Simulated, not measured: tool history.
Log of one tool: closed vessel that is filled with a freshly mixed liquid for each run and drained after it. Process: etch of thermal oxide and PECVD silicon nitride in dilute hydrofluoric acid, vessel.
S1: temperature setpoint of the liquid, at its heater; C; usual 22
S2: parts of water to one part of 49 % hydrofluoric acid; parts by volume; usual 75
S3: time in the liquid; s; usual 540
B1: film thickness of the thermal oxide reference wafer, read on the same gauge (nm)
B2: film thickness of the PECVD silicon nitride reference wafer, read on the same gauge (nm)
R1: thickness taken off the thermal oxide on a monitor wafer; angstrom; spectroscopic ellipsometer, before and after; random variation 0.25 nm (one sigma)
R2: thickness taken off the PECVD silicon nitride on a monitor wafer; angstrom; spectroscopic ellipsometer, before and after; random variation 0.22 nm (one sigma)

run	hour	S1	S2	S3	B1	B2	R1	R2
1	0	22	75	540	80.01	49.99	280.6	204.6
2	27.6	22	75	540	79.97	49.99	280.9	205.7
3	80.6	22	75	540	80.03	50.03	277.1	206
4	118.1	24	75	540	79.96	49.96	300.4	232.2
5	164.7	22	60	305	79.97	49.99	196.8	141.9
6	203.6	20	105	540	80	50.02	172.8	124.6
7	227.8	22	50	540	80.03	50.03	420.9	295.9
8	276.1	26.5	105	540	79.99	50.02	222.6	190.3
# hour 295.7: hydrofluoric acid flow meter replaced
9	321	25.5	50	270	80.02	50.02	269.3	204.7
10	348.6	20	40	665	80.04	50.01	657.2	426.6
# hour 396.4: thermometer replaced
11	406.2	25	75	240	80	50.02	157.5	127.2
12	474.3	22	75	540	80	50	305.5	233.1
13	499.8	19.5	50	820	79.99	50.03	654	441
14	531.7	24	105	415	79.99	50	176.6	146
15	586.5	18	110	755	80	50	237.6	165.6
16	640.8	18	75	275	80.05	50	129.2	87
17	688.9	25	75	540	80.01	49.99	343.8	276.3
18	728.1	22	85	540	80	50	260.2	196.4
19	764.2	24	75	275	80.01	49.99	165.3	129.2
20	810.1	22	75	540	80.02	50.01	296.9	220.9
21	852.9	26.5	75	835	79.99	49.99	549.6	461.6
22	878.4	22	75	540	79.98	49.99	292.5	217.3
23	923.5	21	75	540	80	49.98	279.1	205.2
24	981.6	19.5	55	440	79.99	50.02	301.2	199.1
25	1019.5	26	75	810	80.01	50.01	511.9	430

4 ways to go on from here, each from the tool as it stands after run 25. What would each give?
A	1020.3	22	75	540	?	?	?	?
B	1020.3	18.5	110	755	?	?	?	?
C	1020.3	22	40	540	?	?	?	?
D	1020.3	24.5	105	540	?	?	?	?

run	B1	B2	R1	R2
A	79.98	50.02	288.4	216.8
B	79.98	50.02	228.3	164.3
C	79.98	50.02	566.5	400.6
D	79.98	50.02	219	183.9
Without the tool's hidden state the same runs would have given:
run	R1	R2
A	317.4	238.4
B	251.7	180.7
C	621.7	440.5
D	241.6	202.2
